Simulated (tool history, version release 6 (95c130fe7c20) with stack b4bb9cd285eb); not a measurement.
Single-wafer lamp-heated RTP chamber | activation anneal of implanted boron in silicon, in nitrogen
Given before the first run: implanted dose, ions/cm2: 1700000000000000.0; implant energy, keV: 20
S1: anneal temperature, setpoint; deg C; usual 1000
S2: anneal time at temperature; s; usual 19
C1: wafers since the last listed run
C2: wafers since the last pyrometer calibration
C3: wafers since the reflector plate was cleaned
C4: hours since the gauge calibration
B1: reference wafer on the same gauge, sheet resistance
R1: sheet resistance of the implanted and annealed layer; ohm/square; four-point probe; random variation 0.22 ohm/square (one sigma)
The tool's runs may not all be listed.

Run 1, hour 0: usual settings; C1 0; C2 3582; C3 659; C4 637.5; B1 69.54. Result: R1 81.55 ohm/square.
Run 2, hour 32.1: usual settings; C1 492; C2 4074; C3 1151; C4 669.6; B1 69.5. Result: R1 81.54 ohm/square.
Run 3, hour 48.9: usual settings; C1 257; C2 4332; C3 1409; C4 686.4; B1 69.57. Result: R1 81.26 ohm/square.
Run 4, hour 68.6: usual settings; C1 302; C2 4634; C3 1711; C4 706.1; B1 69.47. Result: R1 81.37 ohm/square.
Run 5, hour 90.7: usual settings; C1 338; C2 4973; C3 2050; C4 728.2; B1 69.5. Result: R1 80.95 ohm/square.
Run 6, hour 146.1: usual settings; C1 849; C2 5822; C3 2899; C4 783.6; B1 69.51. Result: R1 80.63 ohm/square.
At hour 192.4: reflector plate cleaned.
At hour 230.2: pyrometer window cleaned and pyrometer calibrated.
Run 7, hour 238.7: usual settings; C1 1174; C2 130; C3 586; C4 876.2; B1 69.53. Result: R1 82.16 ohm/square.
Run 8, hour 268.8: usual settings but S1 1006 deg C; C1 461; C2 591; C3 1048; C4 906.3; B1 69.44. Result: R1 80.16 ohm/square.
Run 9, hour 284.9: usual settings but S1 1006 deg C; C1 246; C2 838; C3 1295; C4 922.4; B1 69.57. Result: R1 80.51 ohm/square.
Run 10, hour 307.8: usual settings but S1 1006 deg C; C1 351; C2 1189; C3 1646; C4 945.3; B1 69.55. Result: R1 80.34 ohm/square.
Run 11, hour 334.6: usual settings but S1 1023 deg C; C1 411; C2 1600; C3 2057; C4 972.1; B1 69.5. Result: R1 76.84 ohm/square.
Run 12, hour 417.1: usual settings but S1 1023 deg C; C1 1265; C2 2866; C3 3322; C4 1054.6; B1 69.47. Result: R1 76.23 ohm/square.
At hour 426.3: reflector plate cleaned.
Run 13, hour 431.7: usual settings but S1 1023 deg C; C1 101; C2 2967; C3 82; C4 1069.2; B1 69.47. Result: R1 76.69 ohm/square.
Run 14, hour 458.1: usual settings but S1 1020 deg C, S2 28 s; C1 404; C2 3372; C3 487; C4 1095.6; B1 69.48. Result: R1 76.27 ohm/square.
Run 15, hour 473: usual settings but S1 1008 deg C; C1 228; C2 3600; C3 715; C4 1110.5; B1 69.55. Result: R1 79.45 ohm/square.
Run 16, hour 571.2: usual settings but S1 1008 deg C; C1 1506; C2 5106; C3 2222; C4 1208.7; B1 69.45. Result: R1 78.64 ohm/square.
Run 17, hour 597.8: usual settings but S1 977 deg C, S2 15 s; C1 407; C2 5514; C3 2629; C4 1235.3; B1 69.48. Result: R1 91.14 ohm/square.
At hour 602.8: gauge calibrated.
At hour 628.6: reflector plate cleaned.
Run 18, hour 629.1: usual settings but S1 1014 deg C, S2 11 s; C1 357; C2 5872; C3 7; C4 26.3; B1 69.51. Result: R1 79.67 ohm/square.
Run 19, hour 643: usual settings but S1 1025 deg C, S2 26 s; C1 213; C2 6085; C3 221; C4 40.2; B1 69.48. Result: R1 75.37 ohm/square.
Run 20, hour 677.8: usual settings but S1 980 deg C, S2 14 s; C1 533; C2 6619; C3 754; C4 75; B1 69.58. Result: R1 90.29 ohm/square.
Run 21, hour 693.6: usual settings but S1 991 deg C, S2 8 s; C1 242; C2 6861; C3 997; C4 90.8; B1 69.53. Result: R1 87.88 ohm/square.
Run 22, hour 718.4: usual settings but S1 1012 deg C; C1 380; C2 7241; C3 1377; C4 115.6; B1 69.54. Result: R1 78.35 ohm/square.
At hour 727.2: pyrometer window cleaned and pyrometer calibrated.
Run 23, hour 743.2: usual settings but S1 1009 deg C, S2 27 s; C1 257; C2 245; C3 1635; C4 140.4; B1 69.53. Result: R1 78.25 ohm/square.
Run 24, hour 756.2: usual settings but S1 1022 deg C, S2 29 s; C1 199; C2 444; C3 1834; C4 153.4; B1 69.46. Result: R1 75.72 ohm/square.
Run 25, hour 774.7: usual settings but S1 1023 deg C; C1 283; C2 728; C3 2118; C4 171.9; B1 69.54. Result: R1 76.87 ohm/square.
Run 26, hour 807.4: usual settings but S1 1011 deg C, S2 11 s; C1 501; C2 1229; C3 2619; C4 204.6; B1 69.54. Result: R1 80.25 ohm/square.
Run 27, hour 830.1: usual settings but S2 22 s; C1 348; C2 1578; C3 2967; C4 227.3; B1 69.5. Result: R1 80.47 ohm/square.
At hour 838.7: reflector plate cleaned.
Run 28, hour 846.1: usual settings but S1 1025 deg C, S2 9 s; C1 122; C2 1700; C3 113; C4 243.3; B1 69.54. Result: R1 78.5 ohm/square.
Run 29, hour 875.7: usual settings but S1 977 deg C, S2 11 s; C1 453; C2 2154; C3 567; C4 272.9; B1 69.56. Result: R1 94.72 ohm/square.
Run 30, hour 897.6: usual settings; C1 335; C2 2490; C3 903; C4 294.8; B1 69.5. Result: R1 81.7 ohm/square.
Run 31, hour 919.5: usual settings but S2 16 s; C1 335; C2 2826; C3 1239; C4 316.7; B1 69.42. Result: R1 82.3 ohm/square.
Run 32, hour 962.5: usual settings; C1 659; C2 3485; C3 1898; C4 359.7; B1 69.49. Result: R1 81.36 ohm/square.
Run 33, hour 987: usual settings but S1 973 deg C; C1 375; C2 3861; C3 2274; C4 384.2; B1 69.42. Result: R1 92.13 ohm/square.
Run 34, hour 1021.3: usual settings but S1 982 deg C, S2 29 s; C1 526; C2 4387; C3 2800; C4 418.5; B1 69.44. Result: R1 85.24 ohm/square.

Forecast each of these 4 alternatives for the next run:
Run A, hour 1021.7: usual settings but S2 14 s; C1 6; C2 4393; C3 2806; C4 418.9; B1 ?. Result: R1 ?.
Run B, hour 1021.7: usual settings but S1 1022 deg C; C1 6; C2 4393; C3 2806; C4 418.9; B1 ?. Result: R1 ?.
Run C, hour 1021.7: usual settings but S1 1028 deg C, S2 29 s; C1 6; C2 4393; C3 2806; C4 418.9; B1 ?. Result: R1 ?.
Run D, hour 1021.7: usual settings but S1 991 deg C, S2 28 s; C1 6; C2 4393; C3 2806; C4 418.9; B1 ?. Result: R1 ?.

run     B1     R1
  A  69.51  81.73
  B  69.51  76.23
  C  69.51  74.43
  D  69.51     82
With the hidden condition removed and each run's random variation left untouched, the same runs would have given:
run     R1
  A   84.1
  B  77.54
  C  75.49
  D  84.63
